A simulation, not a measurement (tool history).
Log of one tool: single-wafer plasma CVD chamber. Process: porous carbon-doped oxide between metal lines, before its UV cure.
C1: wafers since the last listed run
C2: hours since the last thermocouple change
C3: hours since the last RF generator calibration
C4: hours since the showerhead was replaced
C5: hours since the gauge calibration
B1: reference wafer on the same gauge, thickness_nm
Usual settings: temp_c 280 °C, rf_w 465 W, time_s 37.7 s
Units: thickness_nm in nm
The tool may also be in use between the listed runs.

{"run": 1, "hour": 0.0, "temp_c": 280, "rf_w": 465, "time_s": 41.5, "C1": 0, "C2": 135.2, "C3": 1928.5, "C4": 2995.9, "C5": 431.6, "B1": 178.999, "thickness_nm": 233.529}
{"hour": 19.8, "done": "RF generator calibrated"}
{"run": 2, "hour": 168.9, "temp_c": 280, "rf_w": 465, "time_s": 37.7, "C1": 2503, "C2": 304.1, "C3": 149.1, "C4": 3164.8, "C5": 600.5, "B1": 179.0, "thickness_nm": 215.978}
{"run": 3, "hour": 254.7, "temp_c": 280, "rf_w": 465, "time_s": 37.7, "C1": 1335, "C2": 389.9, "C3": 234.9, "C4": 3250.6, "C5": 686.3, "B1": 178.815, "thickness_nm": 215.576}
{"run": 4, "hour": 343.8, "temp_c": 280, "rf_w": 465, "time_s": 37.7, "C1": 1386, "C2": 479.0, "C3": 324.0, "C4": 3339.7, "C5": 775.4, "B1": 178.958, "thickness_nm": 215.529}
{"run": 5, "hour": 471.4, "temp_c": 280, "rf_w": 465, "time_s": 37.7, "C1": 1985, "C2": 606.6, "C3": 451.6, "C4": 3467.3, "C5": 903.0, "B1": 178.987, "thickness_nm": 214.117}
{"run": 6, "hour": 656.2, "temp_c": 272, "rf_w": 465, "time_s": 37.7, "C1": 2875, "C2": 791.4, "C3": 636.4, "C4": 3652.1, "C5": 1087.8, "B1": 179.121, "thickness_nm": 225.494}
{"run": 7, "hour": 742.1, "temp_c": 272, "rf_w": 465, "time_s": 37.7, "C1": 1336, "C2": 877.3, "C3": 722.3, "C4": 3738.0, "C5": 1173.7, "B1": 179.148, "thickness_nm": 224.308}
{"run": 8, "hour": 824.7, "temp_c": 280, "rf_w": 465, "time_s": 37.7, "C1": 1285, "C2": 959.9, "C3": 804.9, "C4": 3820.6, "C5": 1256.3, "B1": 179.086, "thickness_nm": 214.176}
{"hour": 878.7, "done": "gauge calibrated"}
{"run": 9, "hour": 1106.7, "temp_c": 286, "rf_w": 465, "time_s": 41.5, "C1": 4388, "C2": 1241.9, "C3": 1086.9, "C4": 4102.6, "C5": 228.0, "B1": 178.822, "thickness_nm": 226.94}
{"run": 10, "hour": 1168.5, "temp_c": 280, "rf_w": 465, "time_s": 37.7, "C1": 961, "C2": 1303.7, "C3": 1148.7, "C4": 4164.4, "C5": 289.8, "B1": 178.994, "thickness_nm": 215.405}
{"run": 11, "hour": 1259.8, "temp_c": 280, "rf_w": 465, "time_s": 37.7, "C1": 1420, "C2": 1395.0, "C3": 1240.0, "C4": 4255.7, "C5": 381.1, "B1": 179.157, "thickness_nm": 213.82}
{"hour": 1330.6, "done": "thermocouple changed; heater temperature recalibrated"}
{"run": 12, "hour": 1393.7, "temp_c": 280, "rf_w": 465, "time_s": 37.7, "C1": 1959, "C2": 63.1, "C3": 1373.9, "C4": 4389.6, "C5": 515.0, "B1": 178.915, "thickness_nm": 213.827}
{"run": 13, "hour": 1457.7, "temp_c": 280, "rf_w": 465, "time_s": 37.7, "C1": 995, "C2": 127.1, "C3": 1437.9, "C4": 4453.6, "C5": 579.0, "B1": 178.952, "thickness_nm": 211.996}
{"run": 14, "hour": 1501.2, "temp_c": 280, "rf_w": 430, "time_s": 42.3, "C1": 676, "C2": 170.6, "C3": 1481.4, "C4": 4497.1, "C5": 622.5, "B1": 179.025, "thickness_nm": 222.164}
{"run": 15, "hour": 1557.4, "temp_c": 291, "rf_w": 465, "time_s": 41.4, "C1": 874, "C2": 226.8, "C3": 1537.6, "C4": 4553.3, "C5": 678.7, "B1": 179.075, "thickness_nm": 218.083}
{"run": 16, "hour": 1616.1, "temp_c": 284, "rf_w": 515, "time_s": 42.5, "C1": 913, "C2": 285.5, "C3": 1596.3, "C4": 4612.0, "C5": 737.4, "B1": 178.988, "thickness_nm": 252.54}
{"hour": 1666.0, "done": "showerhead replaced"}
{"run": 17, "hour": 1709.7, "temp_c": 280, "rf_w": 465, "time_s": 37.7, "C1": 1331, "C2": 379.1, "C3": 1689.9, "C4": 43.7, "C5": 831.0, "B1": 179.047, "thickness_nm": 213.704}
{"hour": 1764.3, "done": "RF generator calibrated"}
{"run": 18, "hour": 1807.9, "temp_c": 293, "rf_w": 440, "time_s": 40.5, "C1": 1403, "C2": 477.3, "C3": 43.6, "C4": 141.9, "C5": 929.2, "B1": 178.991, "thickness_nm": 208.118}
{"run": 19, "hour": 1879.6, "temp_c": 280, "rf_w": 465, "time_s": 31.1, "C1": 1115, "C2": 549.0, "C3": 115.3, "C4": 213.6, "C5": 1000.9, "B1": 178.883, "thickness_nm": 179.629}
{"run": 20, "hour": 2190.4, "temp_c": 280, "rf_w": 465, "time_s": 37.7, "C1": 4836, "C2": 859.8, "C3": 426.1, "C4": 524.4, "C5": 1311.7, "B1": 179.145, "thickness_nm": 215.731}
{"hour": 2238.7, "done": "gauge calibrated"}
{"run": 21, "hour": 2248.3, "temp_c": 286, "rf_w": 465, "time_s": 40.0, "C1": 900, "C2": 917.7, "C3": 484.0, "C4": 582.3, "C5": 9.6, "B1": 178.997, "thickness_nm": 221.248}
{"run": 22, "hour": 2355.5, "temp_c": 276, "rf_w": 505, "time_s": 42.0, "C1": 1668, "C2": 1024.9, "C3": 591.2, "C4": 689.5, "C5": 116.8, "B1": 178.971, "thickness_nm": 262.039}
{"run": 23, "hour": 2400.9, "temp_c": 280, "rf_w": 465, "time_s": 37.7, "C1": 706, "C2": 1070.3, "C3": 636.6, "C4": 734.9, "C5": 162.2, "B1": 178.911, "thickness_nm": 216.116}
{"run": 24, "hour": 2454.3, "temp_c": 280, "rf_w": 465, "time_s": 37.7, "C1": 830, "C2": 1123.7, "C3": 690.0, "C4": 788.3, "C5": 215.6, "B1": 179.02, "thickness_nm": 216.624}
{"run": 25, "hour": 2523.6, "temp_c": 280, "rf_w": 435, "time_s": 32.6, "C1": 1078, "C2": 1193.0, "C3": 759.3, "C4": 857.6, "C5": 284.9, "B1": 179.161, "thickness_nm": 178.072}
{"run": 26, "hour": 2626.2, "temp_c": 280, "rf_w": 465, "time_s": 37.7, "C1": 1596, "C2": 1295.6, "C3": 861.9, "C4": 960.2, "C5": 387.5, "B1": 178.953, "thickness_nm": 215.85}

Forecast each of these 3 alternatives for the next run:
{"run": "A", "hour": 2626.6, "temp_c": 280, "rf_w": 465, "time_s": 37.7, "C1": 6, "C2": 1296.0, "C3": 862.3, "C4": 960.6, "C5": 387.9, "B1": "?", "thickness_nm": "?"}
{"run": "B", "hour": 2626.6, "temp_c": 291, "rf_w": 465, "time_s": 37.7, "C1": 6, "C2": 1296.0, "C3": 862.3, "C4": 960.6, "C5": 387.9, "B1": "?", "thickness_nm": "?"}
{"run": "C", "hour": 2626.6, "temp_c": 280, "rf_w": 400, "time_s": 37.7, "C1": 6, "C2": 1296.0, "C3": 862.3, "C4": 960.6, "C5": 387.9, "B1": "?", "thickness_nm": "?"}

run=A B1=179.041 thickness_nm=218.030
run=B B1=179.041 thickness_nm=204.198
run=C B1=179.041 thickness_nm=191.545
Without the tool's hidden state the same runs would have given:
run=A thickness_nm=219.273
run=B thickness_nm=205.477
run=C thickness_nm=193.088

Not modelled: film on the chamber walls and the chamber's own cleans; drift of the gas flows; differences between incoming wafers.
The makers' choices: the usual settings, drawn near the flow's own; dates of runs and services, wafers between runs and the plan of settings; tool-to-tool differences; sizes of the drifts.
